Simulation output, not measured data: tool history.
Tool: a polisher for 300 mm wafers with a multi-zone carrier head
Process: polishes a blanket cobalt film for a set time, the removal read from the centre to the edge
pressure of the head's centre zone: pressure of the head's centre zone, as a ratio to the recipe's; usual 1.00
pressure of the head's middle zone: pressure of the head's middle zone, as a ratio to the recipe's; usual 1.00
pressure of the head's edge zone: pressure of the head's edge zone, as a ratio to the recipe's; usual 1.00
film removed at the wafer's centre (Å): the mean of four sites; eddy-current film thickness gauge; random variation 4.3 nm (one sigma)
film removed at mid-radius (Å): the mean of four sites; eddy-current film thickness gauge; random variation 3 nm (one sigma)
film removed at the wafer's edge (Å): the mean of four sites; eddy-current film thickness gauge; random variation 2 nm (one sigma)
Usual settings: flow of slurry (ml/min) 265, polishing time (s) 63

run	hour	flow of slurry (ml/min)	pressure of the head's centre zone	pressure of the head's middle zone	pressure of the head's edge zone	polishing time (s)	incoming thickness of the incoming film, nm	film removed at the wafer's centre (Å)	film removed at mid-radius (Å)	film removed at the wafer's edge (Å)
1	0.0	265	1.00	1.00	1.00	63	1316.5	3270	3221	3262
2	35.5	265	1.00	1.00	1.00	63	1331.4	3340	3244	3224
3	82.8	335	1.07	1.00	1.00	63	1346.4	3708	3319	3305
# hour 140.0: carrier head's membrane replaced by a new one
# hour 163.1: slurry nozzle cleaned
4	170.5	265	1.08	1.00	1.00	46	1330.4	2699	2314	2358
5	213.7	265	1.07	1.00	1.00	42	1321.2	2453	2143	2141
# hour 300.9: edge zone pressure recalibrated
6	395.0	265	0.96	0.94	1.04	52	1321.0	2717	2573	2735
# hour 428.3: worn pad replaced by a new one
7	461.9	310	1.00	1.00	1.00	63	1347.6	3501	3224	3324
# hour 478.4: centre zone pressure recalibrated
8	519.5	265	1.00	1.00	1.00	63	1318.6	3333	3137	3234
9	589.6	265	1.00	0.91	1.04	82	1335.8	4310	3987	4263
# hour 656.3: slurry nozzle cleaned
10	657.2	265	1.04	1.00	1.11	45	1340.8	2471	2329	2421
11	721.0	210	1.05	1.04	1.00	63	1338.4	3330	3161	3176
12	756.3	265	1.04	1.00	1.11	45	1308.8	2556	2313	2455
# hour 778.1: edge zone pressure recalibrated
13	802.8	265	1.00	1.00	1.08	84	1341.5	4575	4261	4479
# hour 839.0: worn pad replaced by a new one
14	862.9	265	1.00	1.00	1.00	63	1335.6	3473	3230	3254
15	887.8	235	1.00	1.08	0.89	44	1343.3	2334	2315	2122
16	940.0	265	0.97	1.00	1.00	63	1327.5	3378	3176	3245
17	984.2	265	1.00	1.10	1.12	71	1341.2	3791	3833	3859

Run 18 comes next. What will it give?
18	1038.8	265	1.00	1.00	1.00	42	1316.4	?	?	?

Run 18 gave film removed at the wafer's centre (Å) 2307, film removed at mid-radius (Å) 2142, film removed at the wafer's edge (Å) 2168.
Without the tool's hidden state the same run would have given film removed at the wafer's centre (Å) 2128, film removed at mid-radius (Å) 2143, film removed at the wafer's edge (Å) 2168.
